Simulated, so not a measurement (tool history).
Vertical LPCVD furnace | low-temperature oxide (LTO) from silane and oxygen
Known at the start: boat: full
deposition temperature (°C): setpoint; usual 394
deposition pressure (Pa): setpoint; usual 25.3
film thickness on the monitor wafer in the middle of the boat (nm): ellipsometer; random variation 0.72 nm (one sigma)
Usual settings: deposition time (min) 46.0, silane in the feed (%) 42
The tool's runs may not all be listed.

| run | hour | deposition temperature (°C) | deposition pressure (Pa) | deposition time (min) | silane in the feed (%) | wafers since the last listed run | hours since the last temperature calibration | hours since the pressure gauge was zeroed | hours since the silane flow controller was replaced | hours since the gauge calibration | read-back reference wafer on the same gauge, thickness | film thickness on the monitor wafer in the middle of the boat (nm) |
|---|---|---|---|---|---|---|---|---|---|---|---|---|
| 1 | 0.0 | 394 | 25.3 | 46.0 | 42 | 0 | 3514.9 | 2527.2 | 4655.1 | 74.6 | 401.81 | 364.93 |
| 2 | 33.7 | 394 | 25.3 | 46.0 | 42 | 317 | 3548.6 | 2560.9 | 4688.8 | 108.3 | 400.78 | 364.65 |
| 3 | 48.5 | 394 | 25.3 | 46.0 | 42 | 139 | 3563.4 | 2575.7 | 4703.6 | 123.1 | 400.24 | 364.01 |
| 4 | 67.5 | 394 | 25.3 | 46.0 | 44 | 178 | 3582.4 | 2594.7 | 4722.6 | 142.1 | 400.12 | 382.76 |
|  | 87.9 | gauge calibrated |
|  | 93.1 | thermocouples replaced and temperature profile calibrated |
|  | 108.7 | silane flow controller replaced |
| 5 | 109.2 | 394 | 25.3 | 46.0 | 44 | 19 | 16.1 | 2636.4 | 0.5 | 21.3 | 401.97 | 385.74 |
| 6 | 117.5 | 394 | 28.0 | 46.0 | 42 | 78 | 24.4 | 2644.7 | 8.8 | 29.6 | 401.90 | 404.49 |
|  | 145.9 | pressure gauge zeroed |
| 7 | 146.4 | 394 | 25.3 | 46.0 | 42 | 46 | 53.3 | 0.5 | 37.7 | 58.5 | 402.02 | 365.91 |
| 8 | 151.4 | 384 | 21.3 | 36.5 | 34 | 47 | 58.3 | 5.5 | 42.7 | 63.5 | 401.51 | 164.92 |
| 9 | 187.1 | 394 | 25.3 | 46.0 | 42 | 336 | 94.0 | 41.2 | 78.4 | 99.2 | 401.29 | 365.49 |
| 10 | 204.9 | 394 | 25.3 | 52.5 | 42 | 167 | 111.8 | 59.0 | 96.2 | 117.0 | 400.44 | 416.41 |
| 11 | 222.9 | 394 | 25.3 | 46.0 | 42 | 169 | 129.8 | 77.0 | 114.2 | 135.0 | 400.34 | 363.87 |
| 12 | 236.5 | 388 | 20.0 | 53.0 | 42 | 128 | 143.4 | 90.6 | 127.8 | 148.6 | 400.03 | 310.34 |
| 13 | 269.5 | 399 | 23.3 | 28.5 | 42 | 310 | 176.4 | 123.6 | 160.8 | 181.6 | 398.86 | 218.35 |
|  | 276.9 | gauge calibrated |
| 14 | 287.8 | 394 | 20.7 | 46.0 | 42 | 172 | 194.7 | 141.9 | 179.1 | 10.9 | 401.87 | 297.60 |

Hidden state at the last listed run before each entry between runs and at the first one after, where it differs:
Between runs 4 and 5: gauge calibrated (hour 87.9); thermocouples replaced and temperature profile calibrated (hour 93.1); silane flow controller replaced (hour 108.7)
  gauge reads high (%): -0.47 -> -0.0163
  measured less the result without the state, film thickness on the monitor wafer in the middle of the boat (nm): -1.80 -> -0.06
Between runs 6 and 7: pressure gauge zeroed (hour 145.9)
  gauge reads high (%): -0.0261 -> -0.0853
  measured less the result without the state, film thickness on the monitor wafer in the middle of the boat (nm): -0.10 -> -0.32
Between runs 13 and 14: gauge calibrated (hour 276.9)
  gauge reads high (%): -0.772 -> -0.0597
  measured less the result without the state, film thickness on the monitor wafer in the middle of the boat (nm): -1.70 -> -0.18
